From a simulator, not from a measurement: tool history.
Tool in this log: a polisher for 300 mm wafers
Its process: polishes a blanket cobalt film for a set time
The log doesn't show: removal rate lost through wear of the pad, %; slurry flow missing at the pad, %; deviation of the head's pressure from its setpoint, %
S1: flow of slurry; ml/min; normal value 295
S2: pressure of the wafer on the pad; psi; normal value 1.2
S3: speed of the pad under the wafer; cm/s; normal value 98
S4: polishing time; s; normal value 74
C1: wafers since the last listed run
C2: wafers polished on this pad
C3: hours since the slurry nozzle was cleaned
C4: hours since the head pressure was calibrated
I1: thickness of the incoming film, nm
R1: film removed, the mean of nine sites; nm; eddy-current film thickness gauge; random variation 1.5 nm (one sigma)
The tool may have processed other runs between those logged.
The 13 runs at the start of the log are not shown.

run    hour   S1   S2   S3  S4   C1    C2     C3     C4     I1     R1
 14   698.4  295  1.2   98  74  497  2320   45.5  673.8  826.7  213.4
 15   733.6  295  1.4   98  74  423  2743   80.7    709  845.4  249.9
 16   794.4  295  1.4   98  74  731  3475  141.5  769.8  842.2  249.4
 17   839.7  295  1.4   98  74  544  4019  186.8  815.1  828.5  250.3
      852.2  -- worn pad replaced by a new one
 18   886.9  295  1.2   98  57  519   417    234  862.3  855.3  162.9
 19   946.9  360  1.4  122  58  721  1138    294  922.3  839.7    249
      968.2  -- head pressure recalibrated
 20  1011.6  295  1.2   98  74  754  1892  358.7   43.4    840  215.1
 21  1038.9  340  1.2   98  74  328  2221    386   70.7  837.5  217.1
 22  1082.9  240  1.6   80  58  529  2750    430  114.7  830.5  179.9
 23  1125.4  295  1.2   98  58  511  3261  472.5  157.2    835  167.2
 24  1165.6  295  1.4  126  63  483  3744  512.7  197.4  837.6  273.3
     1205.7  -- worn pad replaced by a new one
 25  1236.1  360  1.6  130  88  799   365  583.2  267.9  831.3  455.6
       1262  -- slurry nozzle cleaned
 26  1290.5  295  1.2   98  66  642  1007   28.5  322.3  849.4    194
 27    1326  295  1.2   98  74  426  1434     64  357.8  845.6  215.3
 28  1373.9  355  1.2   98  74  576  2010  111.9  405.7  823.6  216.8
 29  1429.6  295  1.4   98  74  669  2680  167.6  461.4  840.7  249.2
 30  1496.5  245  1.6   98  92  804  3485  234.5  528.3  842.6    351
     1550.7  -- worn pad replaced by a new one
 31  1562.7  350  1.2   98  56  748   144  300.7  594.5    829  165.4
 32  1623.1  295  0.9   98  74  726   871  361.1  654.9  830.5  160.8
 33  1658.9  295  1.4  128  74  430  1301  396.9  690.7  853.2    325
 34  1721.8  295  1.2   98  74  756  2058  459.8  753.6  838.2  214.2

Consider 3 possible next runs. They are alternatives, not a sequence: every one starts from the tool as it was left by run 34. What does each give?
  A  1722.2  295  1.2  98  74   4  2063  460.2  754  826.2   ?
  B  1722.2  240  1.3  98  74   4  2063  460.2  754  826.2   ?
  C  1722.2  375  1.2  84  74   4  2063  460.2  754  826.2   ?

run     R1
  A    212
  B  224.4
  C  185.5
With no hidden state in the tool, these same runs would have given:
run     R1
  A    212
  B  224.4
  C  185.5

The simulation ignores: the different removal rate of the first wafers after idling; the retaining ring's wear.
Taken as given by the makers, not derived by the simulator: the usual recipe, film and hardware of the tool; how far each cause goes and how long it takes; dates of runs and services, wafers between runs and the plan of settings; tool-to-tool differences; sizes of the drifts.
